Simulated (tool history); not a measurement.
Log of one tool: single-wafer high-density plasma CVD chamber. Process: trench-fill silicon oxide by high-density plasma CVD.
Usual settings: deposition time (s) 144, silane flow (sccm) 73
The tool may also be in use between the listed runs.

run,day,deposition time (s),silane flow (sccm),"read-back reference wafer on the same gauge, thickness_nm",mean film thickness on the monitor wafer (nm)
1,0,144,83,889.932,1179.151
2,0.658,144,83,889.781,1183.017
3,1.317,144,83,889.799,1179.582
4,1.988,152,73,890.059,1095.521
5,3.483,152,73,889.504,1097.246
6,4.608,144,81,890.493,1155.059
7,5.608,132,66,889.495,859.185
8,6.871,144,73,890.003,1034.523
9,7.988,144,73,890.076,1039.444
10,8.892,144,84,890.255,1193.163
# day 9.658: gauge calibrated
# day 9.979: silane flow controller replaced
11,10,136,85,889.602,1139.707
12,11.246,144,83,889.814,1179.494
13,12.071,122,73,889.822,880.917
14,13.304,126,59,890.018,733.36
15,14.458,134,60,889.714,793.186
16,15.479,131,73,890.319,944.551
17,16.171,144,69,890.318,978.508
18,17.633,124,86,889.719,1056.136
19,19.104,144,73,889.714,1038.33

Forecast each of these 3 alternatives for the next run:
A,19.121,144,67,?,?
B,19.121,135,83,?,?
C,19.121,164,73,?,?

run,"read-back reference wafer on the same gauge, thickness_nm",mean film thickness on the monitor wafer (nm)
A,889.772,954.643
B,889.772,1108.704
C,889.772,1184.596
Without the tool's hidden state the same runs would have given:
run,mean film thickness on the monitor wafer (nm)
A,954.643
B,1108.704
C,1184.596

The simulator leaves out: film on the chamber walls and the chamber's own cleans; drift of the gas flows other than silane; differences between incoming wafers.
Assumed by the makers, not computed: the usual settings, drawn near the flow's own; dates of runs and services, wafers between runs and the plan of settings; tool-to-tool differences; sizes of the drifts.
